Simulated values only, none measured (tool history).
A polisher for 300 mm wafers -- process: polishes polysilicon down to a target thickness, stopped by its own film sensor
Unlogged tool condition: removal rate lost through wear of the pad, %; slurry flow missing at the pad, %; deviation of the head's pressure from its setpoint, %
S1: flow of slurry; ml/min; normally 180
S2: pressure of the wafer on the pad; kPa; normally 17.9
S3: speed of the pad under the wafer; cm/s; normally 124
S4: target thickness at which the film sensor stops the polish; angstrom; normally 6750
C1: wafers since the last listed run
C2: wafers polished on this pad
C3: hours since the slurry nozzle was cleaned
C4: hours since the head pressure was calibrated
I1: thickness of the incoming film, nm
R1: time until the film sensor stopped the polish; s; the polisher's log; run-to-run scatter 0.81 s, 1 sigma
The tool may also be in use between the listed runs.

| run | day | S1 | S2 | S3 | S4 | C1 | C2 | C3 | C4 | I1 | R1 |
|---|---|---|---|---|---|---|---|---|---|---|---|
| 1 | 0 | 180 | 17.9 | 124 | 6750 | 0 | 1690 | 413.8 | 611.1 | 1144.8 | 41.6 |
| 2 | 1.438 | 180 | 14.5 | 124 | 5800 | 603 | 2293 | 448.3 | 645.6 | 1175.4 | 70.6 |
|  | 2.742 | slurry nozzle cleaned |
| 3 | 2.933 | 180 | 17.9 | 124 | 6750 | 610 | 2903 | 4.6 | 681.5 | 1156.2 | 46.4 |
| 4 | 3.733 | 180 | 17.9 | 124 | 6750 | 335 | 3239 | 23.8 | 700.7 | 1160.3 | 48.1 |
| 5 | 4.242 | 180 | 17.9 | 124 | 6750 | 213 | 3452 | 36 | 712.9 | 1156.3 | 47.9 |
|  | 5.075 | worn pad replaced by a new one |
| 6 | 5.458 | 180 | 17.9 | 124 | 6750 | 440 | 160 | 65.2 | 742.1 | 1153.8 | 41.4 |
| 7 | 6.804 | 180 | 17.9 | 124 | 6750 | 564 | 725 | 97.5 | 774.4 | 1165 | 42.8 |
| 8 | 7.342 | 180 | 17.9 | 124 | 6750 | 225 | 951 | 110.4 | 787.3 | 1152.9 | 41.9 |
| 9 | 8.129 | 180 | 17.9 | 124 | 6750 | 330 | 1281 | 129.3 | 806.2 | 1169.2 | 42.9 |
| 10 | 9.504 | 180 | 17.9 | 124 | 6750 | 577 | 1858 | 162.3 | 839.2 | 1169.3 | 45.3 |
| 11 | 10.754 | 180 | 17.9 | 124 | 6750 | 524 | 2383 | 192.3 | 869.2 | 1169.4 | 45.5 |
|  | 13.438 | worn pad replaced by a new one |
| 12 | 13.833 | 180 | 17.9 | 134 | 5770 | 1222 | 165 | 266.2 | 943.1 | 1169.8 | 48.1 |
| 13 | 14.892 | 180 | 17.9 | 134 | 5770 | 444 | 609 | 291.6 | 968.5 | 1157.6 | 47.8 |
| 14 | 16.229 | 180 | 17.9 | 134 | 5770 | 561 | 1170 | 323.7 | 1000.6 | 1133.3 | 45.2 |
| 15 | 17.35 | 180 | 17.9 | 124 | 6750 | 470 | 1641 | 350.6 | 1027.5 | 1163.5 | 43.1 |
| 16 | 18.733 | 180 | 17.9 | 124 | 6750 | 580 | 2221 | 383.8 | 1060.7 | 1158.3 | 43.9 |
| 17 | 19.296 | 130 | 17.9 | 124 | 6750 | 236 | 2458 | 397.3 | 1074.2 | 1173.6 | 50.6 |
| 18 | 20.633 | 130 | 17.9 | 100 | 6750 | 561 | 3019 | 429.4 | 1106.3 | 1144.7 | 58.9 |
|  | 20.967 | head pressure recalibrated |
|  | 21.067 | worn pad replaced by a new one |
| 19 | 21.783 | 230 | 17.9 | 148 | 8120 | 405 | 299 | 457 | 19.6 | 1176.9 | 26.5 |
| 20 | 22.762 | 145 | 24.1 | 80 | 5160 | 410 | 710 | 480.5 | 43.1 | 1167.1 | 69.7 |
|  | 23.192 | slurry nozzle cleaned |
| 21 | 24.054 | 180 | 17.9 | 124 | 6750 | 524 | 1235 | 20.7 | 74.1 | 1155.6 | 43.1 |
| 22 | 24.712 | 140 | 17.9 | 154 | 5510 | 276 | 1511 | 36.5 | 89.9 | 1155.1 | 47.9 |
| 23 | 26.483 | 235 | 13.1 | 92 | 5880 | 743 | 2255 | 79 | 132.4 | 1155.2 | 96.1 |
| 24 | 27.304 | 180 | 17.9 | 104 | 6750 | 344 | 2599 | 98.7 | 152.1 | 1175.1 | 57 |
| 25 | 28.375 | 180 | 17.9 | 124 | 6750 | 449 | 3049 | 124.4 | 177.8 | 1162.9 | 47.4 |
|  | 29.229 | worn pad replaced by a new one |
| 26 | 29.25 | 120 | 20.7 | 110 | 6750 | 297 | 9 | 145.4 | 198.8 | 1161.3 | 46.1 |
| 27 | 31.625 | 150 | 22.1 | 162 | 6320 | 996 | 1006 | 202.4 | 255.8 | 1148.2 | 28.5 |
| 28 | 32.312 | 235 | 22.1 | 110 | 5420 | 288 | 1294 | 218.9 | 272.3 | 1142.4 | 45.5 |
| 29 | 32.875 | 180 | 17.9 | 124 | 5810 | 236 | 1530 | 232.4 | 285.8 | 1186.9 | 53.5 |

For run 30, what comes out?
| 30 | 33.392 | 180 | 17.9 | 94 | 7200 | 216 | 1747 | 244.8 | 298.2 | 1160.4 | ? |

R1: 52.1 s
If the tool had no hidden condition, the same run with the same run-to-run variation would have returned R1 49.7 s.
